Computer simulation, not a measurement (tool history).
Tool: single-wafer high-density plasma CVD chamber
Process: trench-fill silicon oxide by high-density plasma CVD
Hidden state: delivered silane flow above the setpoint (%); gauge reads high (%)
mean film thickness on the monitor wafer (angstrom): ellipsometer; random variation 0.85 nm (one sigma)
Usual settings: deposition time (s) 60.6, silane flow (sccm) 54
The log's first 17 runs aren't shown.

run    hour  deposition time (s)  silane flow (sccm)  wafers since the last listed run  hours since the silane flow controller was replaced  hours since the gauge calibration  read-back reference wafer on the same gauge, thickness_nm  mean film thickness on the monitor wafer (angstrom)
 18  1422.8                 69.0                  54                              1518                                                236.5                              195.8                                                    326.800                                              3750.46
 19  1526.8                 56.3                  44                              1768                                                340.5                              299.8                                                    327.462                                              2715.84
 20  1631.7                 67.2                  54                              1784                                                445.4                              404.7                                                    327.215                                              3658.84
 21  1708.4                 54.7                  51                              1304                                                522.1                              481.4                                                    326.944                                              2881.62
 22  1792.8                 69.7                  54                              1435                                                606.5                              565.8                                                    327.078                                              3800.05
 23  1837.6                 60.6                  54                               761                                                651.3                              610.6                                                    326.968                                              3311.21
 24  1909.7                 60.6                  54                              1226                                                723.4                              682.7                                                    327.102                                              3319.75
 25  1947.4                 65.9                  58                               641                                                761.1                              720.4                                                    327.247                                              3752.28
 26  1992.2                 69.9                  65                               761                                                805.9                              765.2                                                    326.672                                              4323.65
 27  2073.9                 60.6                  51                              1389                                                887.6                              846.9                                                    327.041                                              3190.06
 28  2122.3                 67.0                  64                               823                                                936.0                              895.3                                                    326.867                                              4105.03
 29  2210.0                 52.7                  54                              1491                                               1023.7                              983.0                                                    327.462                                              2900.10
 30  2288.6                 60.6                  54                              1336                                               1102.3                             1061.6                                                    326.846                                              3331.51
 31  2367.7                 71.1                  57                              1345                                               1181.4                             1140.7                                                    327.273                                              4051.09
 32  2459.3                 60.6                  62                              1557                                               1273.0                             1232.3                                                    327.043                                              3646.06

5 ways to go on from here, each from the tool as it stands after run 32. What would each give?
  A  2459.7                 60.6                  54                                 6                                               1273.4                             1232.7                                                          ?                                                    ?
  B  2459.7                 68.0                  43                                 6                                               1273.4                             1232.7                                                          ?                                                    ?
  C  2459.7                 69.5                  57                                 6                                               1273.4                             1232.7                                                          ?                                                    ?
  D  2459.7                 70.4                  54                                 6                                               1273.4                             1232.7                                                          ?                                                    ?
  E  2459.7                 71.6                  50                                 6                                               1273.4                             1232.7                                                          ?                                                    ?

run  read-back reference wafer on the same gauge, thickness_nm  mean film thickness on the monitor wafer (angstrom)
  A                                                    326.915                                              3336.22
  B                                                    326.915                                              3262.47
  C                                                    326.915                                              3960.31
  D                                                    326.915                                              3875.75
  E                                                    326.915                                              3757.58
Without the tool's hidden state the same runs would have given:
run  mean film thickness on the monitor wafer (angstrom)
  A                                              3305.21
  B                                              3232.14
  C                                              3923.50
  D                                              3839.71
  E                                              3722.65
